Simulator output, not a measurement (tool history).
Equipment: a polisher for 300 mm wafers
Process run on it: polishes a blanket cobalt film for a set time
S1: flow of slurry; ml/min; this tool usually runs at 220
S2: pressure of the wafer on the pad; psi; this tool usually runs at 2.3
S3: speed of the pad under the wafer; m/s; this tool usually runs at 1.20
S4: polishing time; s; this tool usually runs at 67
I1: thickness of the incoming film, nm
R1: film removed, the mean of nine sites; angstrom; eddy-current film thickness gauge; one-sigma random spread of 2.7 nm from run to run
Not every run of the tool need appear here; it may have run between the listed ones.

run   hour   S1   S2    S3  S4      I1    R1
  1    0.0  220  2.3  1.20  67  1554.2  4395
  2   11.8  240  2.3  1.20  67  1534.2  4460
  3   26.1  240  2.3  1.20  67  1559.1  4418
      34.3  -- worn pad replaced by a new one
  4   35.4  240  2.3  1.20  67  1566.6  4401
  5   52.1  160  2.3  1.20  67  1528.0  4127
  6   62.2  160  2.3  1.20  67  1527.0  4196
  7   73.2  220  2.3  1.20  67  1559.1  4403
  8   79.3  220  2.3  1.20  67  1556.4  4367
  9   86.5  220  2.3  1.20  67  1535.7  4381
 10   95.9  220  2.3  1.00  67  1551.6  3752
 11  135.8  220  2.3  1.00  67  1563.5  3764
 12  142.5  220  2.0  1.20  52  1564.8  3094
     153.7  -- worn pad replaced by a new one
 13  154.2  220  2.0  1.20  52  1564.9  3115
 14  163.3  220  2.3  1.20  67  1561.2  4388
 15  184.5  220  2.3  1.20  67  1564.3  4377
 16  199.8  220  2.3  1.20  67  1572.3  4367
 17  209.8  220  2.3  1.20  67  1551.0  4429
 18  220.0  220  2.3  1.20  67  1556.6  4422
     227.4  -- slurry nozzle cleaned
 19  234.1  200  2.3  0.92  46  1587.2  2390
 20  250.1  220  1.9  1.60  67  1576.7  5002
 21  262.3  250  2.3  0.84  49  1564.2  2410
     270.5  -- worn pad replaced by a new one
 22  289.6  280  2.8  1.38  53  1590.9  4736
     293.1  -- head pressure recalibrated
 23  305.9  220  2.3  1.20  67  1552.3  4395
 24  313.4  280  2.8  1.38  53  1543.2  4707
 25  329.9  220  2.8  1.20  74  1543.1  5582
 26  344.8  280  2.8  1.38  53  1567.3  4638
     388.8  -- worn pad replaced by a new one
 27  392.7  275  1.6  1.00  89  1586.0  4072
 28  409.6  200  1.7  1.46  48  1535.2  3009
 29  424.5  220  2.3  0.90  67  1554.0  3459
 30  437.8  280  2.6  0.82  52  1541.0  2765
 31  444.5  220  2.3  1.20  67  1564.3  4399
 32  456.9  290  2.3  1.02  77  1544.9  4561
 33  471.2  220  2.3  1.20  67  1529.6  4391
 34  522.4  220  2.3  1.20  67  1533.0  4395
     527.3  -- worn pad replaced by a new one
 35  534.2  290  2.7  0.86  45  1546.8  2611
 36  541.8  220  2.3  1.08  67  1538.3  4041

Give the tool's hidden conditions for every run:
removal rate lost through wear of the pad, %: 0 in every run
slurry flow missing at the pad, %: 0 in every run
deviation of the head's pressure from its setpoint, %: 0 in every run
